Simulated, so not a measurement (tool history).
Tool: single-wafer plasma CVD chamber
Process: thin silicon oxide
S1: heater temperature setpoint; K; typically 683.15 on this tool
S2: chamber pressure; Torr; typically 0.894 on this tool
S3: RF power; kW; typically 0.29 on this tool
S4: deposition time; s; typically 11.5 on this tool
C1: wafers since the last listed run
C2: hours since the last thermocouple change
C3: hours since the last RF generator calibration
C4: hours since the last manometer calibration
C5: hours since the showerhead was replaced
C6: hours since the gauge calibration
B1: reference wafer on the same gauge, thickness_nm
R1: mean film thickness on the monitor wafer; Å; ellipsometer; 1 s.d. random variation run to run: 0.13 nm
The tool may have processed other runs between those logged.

| run | hour | S1 | S2 | S3 | S4 | C1 | C2 | C3 | C4 | C5 | C6 | B1 | R1 |
|---|---|---|---|---|---|---|---|---|---|---|---|---|---|
| 1 | 0 | 683.15 | 0.894 | 0.29 | 11.5 | 0 | 70 | 1122 | 1365.2 | 7448 | 724.9 | 25.206 | 225.7 |
| 2 | 87.2 | 683.15 | 0.894 | 0.29 | 11.5 | 1397 | 157.2 | 1209.2 | 1452.4 | 7535.2 | 812.1 | 25.18 | 225.12 |
| 3 | 129.8 | 683.15 | 0.894 | 0.29 | 11.5 | 682 | 199.8 | 1251.8 | 1495 | 7577.8 | 854.7 | 25.235 | 225.77 |
| 4 | 324.1 | 683.15 | 0.894 | 0.29 | 11.5 | 3114 | 394.1 | 1446.1 | 1689.3 | 7772.1 | 1049 | 25.199 | 229.04 |
| 5 | 407.7 | 683.15 | 0.894 | 0.29 | 11.5 | 1339 | 477.7 | 1529.7 | 1772.9 | 7855.7 | 1132.6 | 25.263 | 230.51 |
| 6 | 496.3 | 695.15 | 0.894 | 0.29 | 11.5 | 1420 | 566.3 | 1618.3 | 1861.5 | 7944.3 | 1221.2 | 25.203 | 227.7 |
|  | 596.7 | capacitance manometer re-zeroed and calibrated |
| 7 | 599.3 | 695.15 | 0.894 | 0.29 | 11.5 | 1522 | 669.3 | 1721.3 | 2.6 | 8047.3 | 1324.2 | 25.233 | 213.02 |
| 8 | 796.2 | 683.15 | 0.894 | 0.29 | 11.5 | 3155 | 866.2 | 1918.2 | 199.5 | 8244.2 | 1521.1 | 25.209 | 215.04 |
|  | 830.7 | RF generator calibrated |
| 9 | 842.3 | 683.15 | 0.894 | 0.265 | 10.8 | 610 | 912.3 | 11.6 | 245.6 | 8290.3 | 1567.2 | 25.137 | 203.15 |
| 10 | 933.3 | 669.15 | 0.894 | 0.29 | 10.5 | 1458 | 1003.3 | 102.6 | 336.6 | 8381.3 | 1658.2 | 25.268 | 209.19 |
| 11 | 1029.9 | 695.15 | 1.022 | 0.29 | 9.4 | 1548 | 1099.9 | 199.2 | 433.2 | 8477.9 | 1754.8 | 25.217 | 203.6 |
|  | 1110.1 | showerhead replaced |
| 12 | 1110.6 | 691.15 | 0.779 | 0.34 | 13.4 | 1165 | 1180.6 | 279.9 | 513.9 | 0.5 | 1835.5 | 25.232 | 242.08 |
|  | 1115.4 | gauge calibrated |
|  | 1163.8 | thermocouple changed; heater temperature recalibrated |
| 13 | 1174.3 | 683.15 | 0.894 | 0.29 | 10.8 | 892 | 10.5 | 343.6 | 577.6 | 64.2 | 58.9 | 25.235 | 209.53 |
| 14 | 1233.6 | 672.15 | 0.702 | 0.25 | 12.9 | 950 | 69.8 | 402.9 | 636.9 | 123.5 | 118.2 | 25.238 | 177.92 |

Estimate the outcome of run 15 from the log above:
| 15 | 1281.3 | 678.15 | 0.894 | 0.29 | 12.2 | 764 | 117.5 | 450.6 | 684.6 | 171.2 | 165.9 | ? | ? |

{"run 15": {"B1": 25.173, "R1": 237.37}}
Take away the tool's hidden state, keep the run-to-run variation as it was, and the same run would have given R1 242.92 Å.
